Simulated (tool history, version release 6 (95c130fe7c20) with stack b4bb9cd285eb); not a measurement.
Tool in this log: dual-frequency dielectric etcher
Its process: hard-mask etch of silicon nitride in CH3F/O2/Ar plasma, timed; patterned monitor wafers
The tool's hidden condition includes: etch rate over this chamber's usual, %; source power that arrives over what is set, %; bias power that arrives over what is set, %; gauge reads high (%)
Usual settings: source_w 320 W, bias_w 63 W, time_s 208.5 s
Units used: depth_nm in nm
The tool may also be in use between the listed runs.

| run | hour | source_w | bias_w | time_s | wafers since the last listed run | hours since the last wet clean | hours since the last source power generator calibration | hours since the last bias power generator calibration | hours since the last upper electrode change | hours since the gauge calibration | read-back reference wafer on the same gauge, depth_nm | depth_nm |
|---|---|---|---|---|---|---|---|---|---|---|---|---|
| 1 | 0 | 320 | 63 | 252 | 0 | 171.5 | 785.8 | 1671.5 | 4827.9 | 1037.7 | 144 | 165.3 |
| 2 | 47.7 | 320 | 63 | 252 | 355 | 219.2 | 833.5 | 1719.2 | 4875.6 | 1085.4 | 144.3 | 166.3 |
| 3 | 96.1 | 320 | 63 | 252 | 360 | 267.6 | 881.9 | 1767.6 | 4924 | 1133.8 | 144.7 | 165.1 |
| 4 | 150.7 | 320 | 56 | 208.5 | 406 | 322.2 | 936.5 | 1822.2 | 4978.6 | 1188.4 | 145.1 | 134.1 |
| 5 | 199.9 | 320 | 63 | 208.5 | 366 | 371.4 | 985.7 | 1871.4 | 5027.8 | 1237.6 | 145.9 | 138.6 |
| 6 | 253.7 | 320 | 63 | 208.5 | 400 | 425.2 | 1039.5 | 1925.2 | 5081.6 | 1291.4 | 146.2 | 137 |
|  | 367.2 | upper electrode replaced |
| 7 | 367.7 | 320 | 63 | 208.5 | 670 | 539.2 | 1153.5 | 2039.2 | 0.5 | 1405.4 | 147.2 | 140.2 |
|  | 397.8 | wet clean of the chamber |
| 8 | 418.1 | 320 | 63 | 208.5 | 196 | 20.3 | 1203.9 | 2089.6 | 50.9 | 1455.8 | 147.8 | 140.6 |
| 9 | 516.7 | 290 | 51 | 245 | 734 | 118.9 | 1302.5 | 2188.2 | 149.5 | 1554.4 | 148.9 | 153.7 |
| 10 | 585.4 | 400 | 68 | 227.5 | 511 | 187.6 | 1371.2 | 2256.9 | 218.2 | 1623.1 | 149.2 | 170.9 |
| 11 | 687 | 400 | 78 | 231 | 756 | 289.2 | 1472.8 | 2358.5 | 319.8 | 1724.7 | 150.4 | 179.6 |
| 12 | 731.1 | 300 | 63 | 246 | 328 | 333.3 | 1516.9 | 2402.6 | 363.9 | 1768.8 | 151 | 164.8 |
|  | 763.9 | bias power generator calibrated |
| 13 | 780.3 | 320 | 75 | 208.5 | 336 | 382.5 | 1566.1 | 16.4 | 413.1 | 1818 | 151.6 | 150.7 |
|  | 798.1 | gauge calibrated |
|  | 888.4 | wet clean of the chamber |
| 14 | 888.9 | 320 | 63 | 208.5 | 630 | 0.5 | 1674.7 | 125 | 521.7 | 90.8 | 141.6 | 134.3 |
| 15 | 944.7 | 320 | 51 | 184 | 415 | 56.3 | 1730.5 | 180.8 | 577.5 | 146.6 | 141.6 | 114.2 |
|  | 996.9 | source power generator calibrated |
| 16 | 1008.1 | 380 | 63 | 208.5 | 442 | 119.7 | 11.2 | 244.2 | 640.9 | 210 | 141.7 | 142 |
| 17 | 1055 | 320 | 63 | 208.5 | 349 | 166.6 | 58.1 | 291.1 | 687.8 | 256.9 | 141.4 | 134.1 |
| 18 | 1093.6 | 320 | 63 | 208.5 | 287 | 205.2 | 96.7 | 329.7 | 726.4 | 295.5 | 141.7 | 134.7 |
| 19 | 1158.5 | 320 | 51 | 184 | 483 | 270.1 | 161.6 | 394.6 | 791.3 | 360.4 | 142 | 111.9 |
| 20 | 1207.7 | 320 | 63 | 208.5 | 366 | 319.3 | 210.8 | 443.8 | 840.5 | 409.6 | 142 | 135.4 |
| 21 | 1278.8 | 370 | 63 | 208.5 | 529 | 390.4 | 281.9 | 514.9 | 911.6 | 480.7 | 142 | 142.9 |
| 22 | 1340.1 | 320 | 72 | 208.5 | 456 | 451.7 | 343.2 | 576.2 | 972.9 | 542 | 142.5 | 140 |
| 23 | 1430.7 | 320 | 52 | 243 | 674 | 542.3 | 433.8 | 666.8 | 1063.5 | 632.6 | 143.2 | 153.5 |
|  | 1488.1 | wet clean of the chamber |
| 24 | 1494.6 | 320 | 63 | 208.5 | 297 | 6.5 | 497.7 | 730.7 | 1127.4 | 696.5 | 143.1 | 136.7 |
| 25 | 1563.1 | 320 | 63 | 208.5 | 510 | 75 | 566.2 | 799.2 | 1195.9 | 765 | 143.6 | 136.5 |
| 26 | 1646.9 | 280 | 72 | 184.5 | 624 | 158.8 | 650 | 883 | 1279.7 | 848.8 | 144.1 | 119.9 |
| 27 | 1697.2 | 350 | 50 | 248 | 374 | 209.1 | 700.3 | 933.3 | 1330 | 899.1 | 144 | 159.1 |
| 28 | 1768.5 | 320 | 63 | 208.5 | 530 | 280.4 | 771.6 | 1004.6 | 1401.3 | 970.4 | 144.8 | 135.5 |
| 29 | 1817.1 | 380 | 79 | 208.5 | 361 | 329 | 820.2 | 1053.2 | 1449.9 | 1019 | 145 | 155.2 |

5 options for the next run, each taken on its own from the tool as it stands now. Forecast them:
| A | 1817.6 | 320 | 47 | 208.5 | 3 | 329.5 | 820.7 | 1053.7 | 1450.4 | 1019.5 | ? | ? |
| B | 1817.6 | 390 | 75 | 247.5 | 3 | 329.5 | 820.7 | 1053.7 | 1450.4 | 1019.5 | ? | ? |
| C | 1817.6 | 350 | 78 | 208.5 | 3 | 329.5 | 820.7 | 1053.7 | 1450.4 | 1019.5 | ? | ? |
| D | 1817.6 | 320 | 52 | 208.5 | 3 | 329.5 | 820.7 | 1053.7 | 1450.4 | 1019.5 | ? | ? |
| E | 1817.6 | 260 | 63 | 208.5 | 3 | 329.5 | 820.7 | 1053.7 | 1450.4 | 1019.5 | ? | ? |

| run | read-back reference wafer on the same gauge, depth_nm | depth_nm |
|---|---|---|
| A | 145.1 | 128.3 |
| B | 145.1 | 181.8 |
| C | 145.1 | 149 |
| D | 145.1 | 131.1 |
| E | 145.1 | 127.7 |
Stripped of hidden state, with their random variation kept, the same runs would have yielded:
| run | depth_nm |
|---|---|
| A | 124.7 |
| B | 176.7 |
| C | 144.8 |
| D | 127.4 |
| E | 124.1 |
